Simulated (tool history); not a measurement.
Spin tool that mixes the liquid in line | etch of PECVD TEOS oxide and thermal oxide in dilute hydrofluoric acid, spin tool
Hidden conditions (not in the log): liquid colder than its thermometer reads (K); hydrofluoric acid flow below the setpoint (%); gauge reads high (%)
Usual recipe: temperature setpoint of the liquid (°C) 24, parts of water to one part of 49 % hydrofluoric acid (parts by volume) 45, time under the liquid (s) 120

run   hour  temperature setpoint of the liquid (°C)  parts of water to one part of 49 % hydrofluoric acid (parts by volume)  time under the liquid (s)  wafers since the last listed run  hours since the thermometer was replaced  hours since the hydrofluoric acid flow meter was replaced  hours since the gauge calibration  read-back film thickness of the PECVD TEOS oxide reference wafer, read on the same gauge (nm)  read-back film thickness of the thermal oxide reference wafer, read on the same gauge (nm)  thickness taken off the PECVD TEOS oxide on a monitor wafer (nm)  thickness taken off the thermal oxide on a monitor wafer (nm)
  1      0                                       24                                                                      45                        120                                 0                                    2131.3                                                      969.4                              133.1                                                                                          29.99                                                                                       59.95                                                             32.28                                                          11.68
  2   11.2                                       24                                                                      45                        120                                94                                    2142.5                                                      980.6                              144.3                                                                                             30                                                                                       59.98                                                             32.22                                                          11.59
  3   21.1                                       24                                                                      45                        120                                83                                    2152.4                                                      990.5                              154.2                                                                                             30                                                                                       59.99                                                             32.12                                                          11.53
      30.5  -- thermometer replaced
  4   33.3                                       24                                                                      45                        120                                94                                       2.8                                                     1002.7                              166.4                                                                                          29.99                                                                                       59.96                                                             35.44                                                          12.78
  5   42.6                                       24                                                                      45                        120                                78                                      12.1                                                       1012                              175.7                                                                                          30.02                                                                                       59.98                                                              35.4                                                          12.71
  6   49.1                                       24                                                                      35                        120                                54                                      18.6                                                     1018.5                              182.2                                                                                             30                                                                                       59.99                                                             45.82                                                          16.56
  7     59                                       24                                                                      45                        120                                83                                      28.5                                                     1028.4                              192.1                                                                                          30.01                                                                                       60.02                                                             35.31                                                          12.73
  8   74.2                                       24                                                                      45                        120                               128                                      43.7                                                     1043.6                              207.3                                                                                          29.98                                                                                       60.01                                                             35.08                                                          12.61
  9   91.9                                       24                                                                      45                        120                               149                                      61.4                                                     1061.3                                225                                                                                          29.98                                                                                       59.98                                                             35.24                                                          12.67
 10  102.4                                       24                                                                      45                        120                                88                                      71.9                                                     1071.8                              235.5                                                                                          29.99                                                                                       59.98                                                             35.35                                                           12.6
 11  118.3                                     20.5                                                                      45                        180                               134                                      87.8                                                     1087.7                              251.4                                                                                          29.99                                                                                          60                                                             45.53                                                          16.36
 12    128                                       24                                                                      30                        120                                81                                      97.5                                                     1097.4                              261.1                                                                                             30                                                                                       59.98                                                             53.76                                                          19.27
 13  136.7                                       24                                                                      45                        120                                73                                     106.2                                                     1106.1                              269.8                                                                                             30                                                                                          60                                                             34.76                                                          12.61
 14  150.6                                       26                                                                      55                        120                               117                                     120.1                                                       1120                              283.7                                                                                          29.99                                                                                       60.01                                                             30.82                                                          10.96
 15  163.1                                     21.5                                                                      30                        120                               105                                     132.6                                                     1132.5                              296.2                                                                                          29.98                                                                                       60.02                                                             48.03                                                          17.26
 16    173                                       24                                                                      45                        160                                83                                     142.5                                                     1142.4                              306.1                                                                                          29.99                                                                                       60.01                                                             46.46                                                          16.75
       198  -- hydrofluoric acid flow meter replaced
 17  208.7                                       24                                                                      65                        120                               292                                     178.2                                                       10.7                              341.8                                                                                             30                                                                                       59.98                                                             25.36                                                           9.11
 18  220.2                                       24                                                                      45                        120                                97                                     189.7                                                       22.2                              353.3                                                                                             30                                                                                       59.98                                                             37.49                                                          13.39
 19  232.3                                       24                                                                      25                         90                               102                                     201.8                                                       34.3                              365.4                                                                                          30.02                                                                                          60                                                                52                                                          18.62
     237.5  -- gauge calibrated
 20  240.5                                     19.5                                                                      55                         70                                69                                       210                                                       42.5                                  3                                                                                          29.99                                                                                       60.01                                                              14.6                                                           5.25
 21  257.3                                       24                                                                      45                        120                               141                                     226.8                                                       59.3                               19.8                                                                                          29.99                                                                                          60                                                             37.28                                                          13.48
 22  269.4                                     27.5                                                                      45                        120                               102                                     238.9                                                       71.4                               31.9                                                                                             30                                                                                          60                                                             43.25                                                          15.51
 23  281.7                                       21                                                                      50                        140                               103                                     251.2                                                       83.7                               44.2                                                                                          29.99                                                                                       59.99                                                             34.43                                                          12.32
 24  307.9                                       24                                                                      45                        120                               221                                     277.4                                                      109.9                               70.4                                                                                          29.99                                                                                       60.01                                                             37.05                                                          13.31
 25  319.9                                     19.5                                                                      45                        160                               101                                     289.4                                                      121.9                               82.4                                                                                          29.99                                                                                       60.02                                                             40.71                                                          14.67
 26  334.7                                       29                                                                      45                        155                               124                                     304.2                                                      136.7                               97.2                                                                                             30                                                                                       59.98                                                             58.42                                                          21.13

4 options for the next run, each taken on its own from the tool as it stands now. Forecast them:
  A  335.2                                       24                                                                      45                        120                                 4                                     304.7                                                      137.2                               97.7                                                                                              ?                                                                                           ?                                                                 ?                                                              ?
  B  335.2                                     21.5                                                                      55                         80                                 4                                     304.7                                                      137.2                               97.7                                                                                              ?                                                                                           ?                                                                 ?                                                              ?
  C  335.2                                       27                                                                      40                        120                                 4                                     304.7                                                      137.2                               97.7                                                                                              ?                                                                                           ?                                                                 ?                                                              ?
  D  335.2                                       27                                                                      45                        120                                 4                                     304.7                                                      137.2                               97.7                                                                                              ?                                                                                           ?                                                                 ?                                                              ?

run  read-back film thickness of the PECVD TEOS oxide reference wafer, read on the same gauge (nm)  read-back film thickness of the thermal oxide reference wafer, read on the same gauge (nm)  thickness taken off the PECVD TEOS oxide on a monitor wafer (nm)  thickness taken off the thermal oxide on a monitor wafer (nm)
  A                                                                                          29.99                                                                                       60.02                                                             36.76                                                           13.3
  B                                                                                          29.99                                                                                       60.02                                                             17.83                                                           6.45
  C                                                                                          29.99                                                                                       60.02                                                             47.11                                                          17.05
  D                                                                                          29.99                                                                                       60.02                                                             41.57                                                          15.04
Take away the tool's hidden state, keep each run's random variation, and the runs would have read:
run  thickness taken off the PECVD TEOS oxide on a monitor wafer (nm)  thickness taken off the thermal oxide on a monitor wafer (nm)
  A                                                             38.62                                                          13.97
  B                                                             18.75                                                           6.78
  C                                                             49.47                                                           17.9
  D                                                             43.66                                                           15.8
